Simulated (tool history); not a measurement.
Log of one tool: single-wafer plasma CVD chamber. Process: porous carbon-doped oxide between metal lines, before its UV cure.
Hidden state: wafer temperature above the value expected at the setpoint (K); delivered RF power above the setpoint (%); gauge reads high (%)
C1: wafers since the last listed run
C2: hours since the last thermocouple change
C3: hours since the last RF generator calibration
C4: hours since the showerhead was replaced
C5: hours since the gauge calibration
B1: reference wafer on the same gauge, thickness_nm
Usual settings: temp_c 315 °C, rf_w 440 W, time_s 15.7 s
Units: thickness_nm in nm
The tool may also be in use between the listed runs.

run 1 hour=0.0 | temp_c=315 rf_w=440 time_s=15.7 | C1=0 C2=768.7 C3=698.4 C4=3846.3 C5=210.8 | B1=72.858 | thickness_nm=70.700
run 2 hour=22.0 | temp_c=315 rf_w=460 time_s=15.7 | C1=744 C2=790.7 C3=720.4 C4=3868.3 C5=232.8 | B1=72.925 | thickness_nm=72.643
run 3 hour=40.0 | temp_c=315 rf_w=440 time_s=15.7 | C1=608 C2=808.7 C3=738.4 C4=3886.3 C5=250.8 | B1=72.910 | thickness_nm=70.490
-- hour=44.1 gauge calibrated
run 4 hour=46.1 | temp_c=324 rf_w=440 time_s=18.1 | C1=206 C2=814.8 C3=744.5 C4=3892.4 C5=2.0 | B1=72.883 | thickness_nm=77.539
run 5 hour=63.9 | temp_c=315 rf_w=440 time_s=15.7 | C1=602 C2=832.6 C3=762.3 C4=3910.2 C5=19.8 | B1=72.869 | thickness_nm=70.703
run 6 hour=81.8 | temp_c=315 rf_w=440 time_s=15.7 | C1=605 C2=850.5 C3=780.2 C4=3928.1 C5=37.7 | B1=72.880 | thickness_nm=70.872
run 7 hour=89.0 | temp_c=321 rf_w=470 time_s=15.7 | C1=243 C2=857.7 C3=787.4 C4=3935.3 C5=44.9 | B1=72.911 | thickness_nm=71.603
run 8 hour=106.4 | temp_c=321 rf_w=470 time_s=15.7 | C1=588 C2=875.1 C3=804.8 C4=3952.7 C5=62.3 | B1=72.883 | thickness_nm=71.103
-- hour=120.5 showerhead replaced
run 9 hour=123.1 | temp_c=321 rf_w=470 time_s=15.7 | C1=294 C2=891.8 C3=821.5 C4=2.6 C5=79.0 | B1=72.847 | thickness_nm=71.909
run 10 hour=138.9 | temp_c=315 rf_w=440 time_s=15.7 | C1=534 C2=907.6 C3=837.3 C4=18.4 C5=94.8 | B1=72.912 | thickness_nm=71.475
run 11 hour=158.9 | temp_c=315 rf_w=440 time_s=15.7 | C1=676 C2=927.6 C3=857.3 C4=38.4 C5=114.8 | B1=72.972 | thickness_nm=71.267
run 12 hour=167.5 | temp_c=315 rf_w=440 time_s=15.7 | C1=290 C2=936.2 C3=865.9 C4=47.0 C5=123.4 | B1=72.864 | thickness_nm=70.757
run 13 hour=181.9 | temp_c=315 rf_w=440 time_s=15.7 | C1=487 C2=950.6 C3=880.3 C4=61.4 C5=137.8 | B1=72.850 | thickness_nm=70.478
-- hour=199.2 thermocouple changed; heater temperature recalibrated
run 14 hour=199.7 | temp_c=315 rf_w=440 time_s=14.6 | C1=331 C2=0.5 C3=898.1 C4=79.2 C5=155.6 | B1=72.843 | thickness_nm=65.632
run 15 hour=210.6 | temp_c=315 rf_w=440 time_s=15.7 | C1=368 C2=11.4 C3=909.0 C4=90.1 C5=166.5 | B1=72.857 | thickness_nm=70.663
run 16 hour=221.9 | temp_c=315 rf_w=440 time_s=12.6 | C1=382 C2=22.7 C3=920.3 C4=101.4 C5=177.8 | B1=72.931 | thickness_nm=56.784
run 17 hour=229.6 | temp_c=311 rf_w=370 time_s=18.4 | C1=260 C2=30.4 C3=928.0 C4=109.1 C5=185.5 | B1=72.758 | thickness_nm=73.453
run 18 hour=246.2 | temp_c=328 rf_w=520 time_s=18.7 | C1=561 C2=47.0 C3=944.6 C4=125.7 C5=202.1 | B1=72.856 | thickness_nm=87.058
run 19 hour=256.7 | temp_c=315 rf_w=395 time_s=14.0 | C1=355 C2=57.5 C3=955.1 C4=136.2 C5=212.6 | B1=72.853 | thickness_nm=57.989
-- hour=259.1 gauge calibrated
-- hour=267.9 RF generator calibrated
run 20 hour=274.2 | temp_c=315 rf_w=440 time_s=15.7 | C1=321 C2=75.0 C3=6.3 C4=153.7 C5=15.1 | B1=72.908 | thickness_nm=70.871
run 21 hour=284.2 | temp_c=321 rf_w=440 time_s=12.8 | C1=338 C2=85.0 C3=16.3 C4=163.7 C5=25.1 | B1=72.866 | thickness_nm=55.608
run 22 hour=302.1 | temp_c=315 rf_w=505 time_s=15.7 | C1=605 C2=102.9 C3=34.2 C4=181.6 C5=43.0 | B1=72.894 | thickness_nm=77.397
run 23 hour=312.2 | temp_c=315 rf_w=440 time_s=15.7 | C1=341 C2=113.0 C3=44.3 C4=191.7 C5=53.1 | B1=72.900 | thickness_nm=70.382
run 24 hour=323.0 | temp_c=315 rf_w=440 time_s=15.7 | C1=365 C2=123.8 C3=55.1 C4=202.5 C5=63.9 | B1=72.917 | thickness_nm=70.674
run 25 hour=333.1 | temp_c=326 rf_w=440 time_s=15.7 | C1=341 C2=133.9 C3=65.2 C4=212.6 C5=74.0 | B1=72.962 | thickness_nm=66.720
run 26 hour=340.9 | temp_c=327 rf_w=500 time_s=16.8 | C1=263 C2=141.7 C3=73.0 C4=220.4 C5=81.8 | B1=72.858 | thickness_nm=76.509

The tool's hidden state at each run:
wafer temperature above the value expected at the setpoint (K): 0 in every run
delivered RF power above the setpoint (%): 0 in every run
gauge reads high (%): 0 in every run

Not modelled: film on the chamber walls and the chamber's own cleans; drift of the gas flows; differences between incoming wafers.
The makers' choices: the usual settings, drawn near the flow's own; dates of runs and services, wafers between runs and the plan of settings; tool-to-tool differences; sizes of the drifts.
